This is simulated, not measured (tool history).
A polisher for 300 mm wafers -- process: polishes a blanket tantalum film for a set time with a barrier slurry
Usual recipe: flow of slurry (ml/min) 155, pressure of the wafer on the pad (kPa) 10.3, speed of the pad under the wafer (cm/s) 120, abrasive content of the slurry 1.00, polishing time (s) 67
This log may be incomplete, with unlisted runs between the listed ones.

run	day	flow of slurry (ml/min)	pressure of the wafer on the pad (kPa)	speed of the pad under the wafer (cm/s)	abrasive content of the slurry	polishing time (s)	incoming thickness of the incoming film, nm	film removed (nm)
1	0.000	125	10.3	120	1.00	67	278.7	86.4
2	3.329	155	10.3	120	1.00	67	274.4	91.3
3	13.521	155	10.3	120	1.00	67	279.3	90.4
# day 15.917: worn pad replaced by a new one
# day 17.075: slurry blender recalibrated
4	17.092	155	11.0	120	1.00	67	277.2	101.0
5	19.108	155	11.0	120	1.00	67	276.7	102.0
6	22.971	155	11.0	120	1.00	67	277.8	101.6
7	26.904	155	10.3	120	1.00	67	273.8	95.7
8	28.825	115	13.1	120	1.00	67	282.1	115.9
# day 33.433: head pressure recalibrated
# day 37.962: slurry nozzle cleaned
9	40.433	155	10.3	120	0.90	61	286.2	74.2
10	43.992	155	10.3	120	1.00	67	283.9	85.8
11	47.029	155	10.3	154	1.00	67	278.9	108.0
12	48.596	155	10.3	88	1.00	47	278.4	43.7
13	50.967	180	10.3	120	1.00	67	280.9	86.8
# day 52.521: worn pad replaced by a new one
14	55.000	155	10.3	120	1.00	67	283.3	91.2
# day 55.617: slurry blender recalibrated
15	58.333	115	10.3	120	1.00	87	282.9	110.5
16	62.250	185	10.3	120	1.00	67	281.5	93.3
17	64.979	155	11.7	120	1.25	67	281.2	110.3
18	68.750	155	10.3	120	1.00	67	277.7	91.0
19	72.942	155	10.3	120	1.10	67	279.5	94.8
# day 75.346: slurry nozzle cleaned
20	76.012	155	13.8	120	1.00	67	276.6	121.6
21	78.925	155	11.7	120	1.25	67	279.6	110.6
22	83.225	155	10.3	140	1.00	67	276.7	108.4
# day 85.008: worn pad replaced by a new one
# day 85.375: slurry blender recalibrated
# day 86.112: head pressure recalibrated
23	86.762	155	10.3	120	1.00	55	280.8	71.8
24	90.588	180	10.3	120	1.00	52	279.7	70.7
25	94.788	155	13.8	120	1.15	67	283.9	123.0
26	97.542	155	10.3	120	1.00	67	277.1	89.3
27	99.679	105	8.3	120	1.00	67	280.0	65.5
28	102.142	120	10.3	120	1.15	67	282.4	87.1
29	103.904	155	10.3	120	1.00	67	279.5	89.7
30	107.433	155	10.3	150	0.70	67	283.2	97.1
31	110.304	155	10.3	160	1.00	87	283.0	159.6

Each run again, without the hidden state but with its own random variation kept:
Unlogged tool condition in this case: removal rate lost through wear of the pad, %; slurry flow missing at the pad, %; deviation of the head's pressure from its setpoint, %; abrasive missing from the slurry, %.
run	film removed (nm)
1	82.8
2	87.4
3	87.0
4	92.0
5	92.6
6	91.7
7	86.0
8	103.9
9	75.0
10	86.7
11	109.3
12	44.3
13	88.1
14	87.2
15	104.9
16	88.1
17	103.8
18	85.4
19	88.8
20	113.8
21	103.5
22	101.6
23	70.5
24	69.0
25	119.3
26	86.3
27	63.1
28	83.8
29	86.2
30	93.2
31	153.1
